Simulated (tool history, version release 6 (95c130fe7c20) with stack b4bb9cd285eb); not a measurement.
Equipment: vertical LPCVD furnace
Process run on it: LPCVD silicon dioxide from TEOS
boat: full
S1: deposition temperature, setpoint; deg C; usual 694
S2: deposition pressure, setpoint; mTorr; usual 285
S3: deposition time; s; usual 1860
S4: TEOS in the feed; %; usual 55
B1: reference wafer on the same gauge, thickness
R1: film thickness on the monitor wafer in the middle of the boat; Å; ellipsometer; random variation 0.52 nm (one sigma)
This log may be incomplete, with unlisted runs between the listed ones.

run,day,S1,S2,S3,S4,B1,R1
1,0,694,245,1860,55,163.91,1438.6
2,2.583,694,285,1860,51,164.17,1505.6
3,6.546,694,285,1860,51,164.17,1500.5
4,11.808,694,320,1860,55,163.84,1650.2
5,13.317,694,320,1860,55,163.84,1645.4
6,14.808,694,320,1860,55,163.95,1665.6
7,16.975,694,285,1860,55,164.04,1563.1
8,18.242,694,285,1860,55,164.02,1575.9
# day 19.392: TEOS flow controller replaced
# day 19.971: pressure gauge zeroed
9,21.212,694,285,1560,55,164.22,1318.5
10,22.558,694,285,1560,55,164.06,1312.7
11,24.025,694,285,1560,55,164.07,1310.3
12,26.933,694,285,1860,55,163.78,1563.4
13,29.596,694,285,1860,64,163.84,1693.8
14,32.125,694,325,1620,65,164,1576.3
15,34.983,685,240,1860,48,164.09,1086.2
# day 35.192: gauge calibrated
# day 36.388: thermocouples replaced and temperature profile calibrated
16,37.271,699,285,1860,62,164.07,1832.5
17,40.175,694,285,1860,55,163.96,1542
18,41.342,685,305,1860,55,164.23,1289.8
19,43.396,694,285,1860,55,163.98,1543.9
20,44.812,689,285,1860,52,164.06,1333.5
21,46.404,694,355,2370,55,164.03,2197.9
22,49.083,694,285,1860,58,164.07,1594.7
23,50.225,686,285,2520,49,163.86,1636
24,52.788,694,235,1860,55,164.07,1413.3
25,53.812,682,285,2160,49,164.01,1278.2
26,54.854,694,305,1500,48,163.97,1215.4
27,60.312,694,285,1230,49,163.85,972.6
28,61.512,694,285,1860,55,164.16,1562.1
29,63.088,700,240,2310,55,163.91,2048.2
30,64.983,694,260,1860,55,164.14,1493

Here are 5 independent what-if runs from the current tool condition. What would each one return?
A,65.133,694,285,1500,55,?,?
B,65.133,704,250,1860,47,?,?
C,65.133,703,245,2220,58,?,?
D,65.133,694,230,1860,55,?,?
E,65.133,705,285,1860,63,?,?

run,B1,R1
A,164.08,1253.1
B,164.08,1697.8
C,164.08,2177.7
D,164.08,1395.9
E,164.08,2147.6
With the hidden condition removed and each run's random variation left untouched, the same runs would have given:
run,R1
A,1230.7
B,1668.1
C,2139.5
D,1370.9
E,2110.1
